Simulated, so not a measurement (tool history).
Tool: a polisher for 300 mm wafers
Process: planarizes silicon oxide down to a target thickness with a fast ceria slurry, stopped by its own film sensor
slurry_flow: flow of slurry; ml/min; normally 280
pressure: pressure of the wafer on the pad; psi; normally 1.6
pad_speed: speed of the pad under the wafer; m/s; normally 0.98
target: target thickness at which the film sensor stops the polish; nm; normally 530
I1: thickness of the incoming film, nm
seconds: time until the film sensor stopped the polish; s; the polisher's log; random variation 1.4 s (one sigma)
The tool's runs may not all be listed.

Run 1, hour 0: usual settings; I1 1180.6. Result: seconds 71.8 s.
Run 2, hour 97.8: usual settings; I1 1159.1. Result: seconds 74.2 s.
Run 3, hour 146.8: usual settings; I1 1176.7. Result: seconds 78.1 s.
Run 4, hour 183.7: usual settings; I1 1168.1. Result: seconds 78 s.
Run 5, hour 221.4: usual settings; I1 1163. Result: seconds 79.7 s.
Run 6, hour 275.1: usual settings but slurry_flow 315 ml/min; I1 1184.4. Result: seconds 83.9 s.
Run 7, hour 352.5: usual settings but slurry_flow 315 ml/min; I1 1189. Result: seconds 77.3 s.
Run 8, hour 454.3: usual settings; I1 1166.3. Result: seconds 80.1 s.
Run 9, hour 554.5: usual settings; I1 1152.3. Result: seconds 71.2 s.
Run 10, hour 604.3: usual settings but pad_speed 0.74 m/s; I1 1191. Result: seconds 98.1 s.
Run 11, hour 676.5: usual settings but pressure 2 psi; I1 1154.9. Result: seconds 67 s.
Run 12, hour 784.4: usual settings but pressure 2 psi; I1 1157.3. Result: seconds 65 s.
Run 13, hour 861.3: usual settings but pressure 2 psi; I1 1179.3. Result: seconds 67.1 s.
Run 14, hour 906.6: usual settings but slurry_flow 235 ml/min; I1 1181.8. Result: seconds 82.9 s.
Run 15, hour 951.7: usual settings; I1 1177.2. Result: seconds 74 s.
Run 16, hour 1044.3: usual settings; I1 1168.2. Result: seconds 75.3 s.
Run 17, hour 1114.7: usual settings; I1 1148.4. Result: seconds 72.1 s.
Run 18, hour 1169.4: usual settings; I1 1183.7. Result: seconds 79.8 s.
Run 19, hour 1207.8: usual settings but slurry_flow 240 ml/min, target 587 nm; I1 1189.4. Result: seconds 74.9 s.
Run 20, hour 1255.3: usual settings; I1 1177.9. Result: seconds 83.6 s.
Run 21, hour 1345: usual settings but slurry_flow 365 ml/min, pressure 1 psi; I1 1161.9. Result: seconds 126.4 s.
Run 22, hour 1430.5: usual settings but pressure 1.4 psi; I1 1172.7. Result: seconds 83.4 s.
Run 23, hour 1473.2: usual settings but pad_speed 0.82 m/s; I1 1163.1. Result: seconds 87.9 s.
Run 24, hour 1559.1: usual settings; I1 1145.7. Result: seconds 72.8 s.
Run 25, hour 1627.9: usual settings but slurry_flow 205 ml/min, pressure 1.9 psi, pad_speed 1.2 m/s, target 732 nm; I1 1162.9. Result: seconds 37.3 s.
Run 26, hour 1668.9: usual settings but slurry_flow 335 ml/min, pressure 1.3 psi; I1 1177.9. Result: seconds 94.9 s.
Run 27, hour 1721.4: usual settings; I1 1171.4. Result: seconds 79.5 s.
Run 28, hour 1772: usual settings but pad_speed 1.24 m/s, target 387 nm; I1 1150.2. Result: seconds 75.2 s.
Run 29, hour 1870.3: usual settings but slurry_flow 360 ml/min, pad_speed 0.8 m/s, target 679 nm; I1 1187.1. Result: seconds 70.5 s.
Run 30, hour 1929.9: usual settings but slurry_flow 355 ml/min, pad_speed 1.24 m/s; I1 1182.5. Result: seconds 57.8 s.
Run 31, hour 2008: usual settings but slurry_flow 360 ml/min, pressure 2 psi, pad_speed 0.82 m/s, target 752 nm; I1 1172.5. Result: seconds 48.6 s.
Run 32, hour 2051.2: usual settings but pressure 2 psi, target 366 nm; I1 1161.4. Result: seconds 78.4 s.
Run 33, hour 2140.6: usual settings but slurry_flow 365 ml/min, pad_speed 1.26 m/s, target 450 nm; I1 1176.1. Result: seconds 65.6 s.
Run 34, hour 2243.2: usual settings but slurry_flow 230 ml/min, pad_speed 1.28 m/s; I1 1150.1. Result: seconds 58.4 s.
Run 35, hour 2312.6: usual settings; I1 1167.2. Result: seconds 71.3 s.
Run 36, hour 2371: usual settings but pad_speed 0.78 m/s; I1 1174.3. Result: seconds 95 s.

Not shown here: 13 entries made in the log between runs. Locate each between two listed runs and compare the hidden state at the listed run before it with the hidden state at the listed run after it:
Between runs 3 and 4: head pressure recalibrated (hour 164.2)
  removal rate lost through wear of the pad, %: 7.13 -> 7.87
  measured value less the no-hidden-state value, seconds: +5.6 -> +6.2 s
Between runs 4 and 5: slurry nozzle cleaned (hour 212.1)
  removal rate lost through wear of the pad, %: 7.87 -> 8.46
  measured value less the no-hidden-state value, seconds: +6.2 -> +6.7 s
Between runs 8 and 9: worn pad replaced by a new one (hour 474.3)
  removal rate lost through wear of the pad, %: 10.2 -> 4.65
  measured value less the no-hidden-state value, seconds: +8.2 -> +3.3 s
Between runs 11 and 12: slurry nozzle cleaned (hour 744.2)
  removal rate lost through wear of the pad, %: 7.91 -> 9.29
  measured value less the no-hidden-state value, seconds: +5.3 -> +6.1 s
Between runs 14 and 15: head pressure recalibrated (hour 919.9); worn pad replaced by a new one, of another model than before (hour 951.2)
  removal rate lost through wear of the pad, %: 10.1 -> 1.67
  measured value less the no-hidden-state value, seconds: +8.3 -> +1.2 s
Between runs 18 and 19: slurry nozzle cleaned (hour 1182.6)
  removal rate lost through wear of the pad, %: 9.17 -> 9.72
  measured value less the no-hidden-state value, seconds: +7.3 -> +7.3 s
Between runs 21 and 22: worn pad replaced by a new one (hour 1404.5)
  removal rate lost through wear of the pad, %: 10.9 -> 1.59
  measured value less the no-hidden-state value, seconds: +13.8 -> +1.3 s
Between runs 24 and 25: slurry nozzle cleaned (hour 1587.2)
  removal rate lost through wear of the pad, %: 6.35 -> 7.69
  measured value less the no-hidden-state value, seconds: +4.7 -> +2.9 s
Between runs 26 and 27: head pressure recalibrated (hour 1703.7)
  removal rate lost through wear of the pad, %: 8.24 -> 8.78
  measured value less the no-hidden-state value, seconds: +7.8 -> +7 s
Between runs 28 and 29: worn pad replaced by a new one (hour 1833.2)
  removal rate lost through wear of the pad, %: 9.15 -> 2.61
  measured value less the no-hidden-state value, seconds: +6.8 -> +1.9 s
Between runs 31 and 32: slurry nozzle cleaned (hour 2042.1)
  removal rate lost through wear of the pad, %: 7.23 -> 8.03
  measured value less the no-hidden-state value, seconds: +3.5 -> +6.3 s
Between runs 34 and 35: worn pad replaced by a new one (hour 2252.2)
  removal rate lost through wear of the pad, %: 9.81 -> 3.6
  measured value less the no-hidden-state value, seconds: +5.7 -> +2.6 s

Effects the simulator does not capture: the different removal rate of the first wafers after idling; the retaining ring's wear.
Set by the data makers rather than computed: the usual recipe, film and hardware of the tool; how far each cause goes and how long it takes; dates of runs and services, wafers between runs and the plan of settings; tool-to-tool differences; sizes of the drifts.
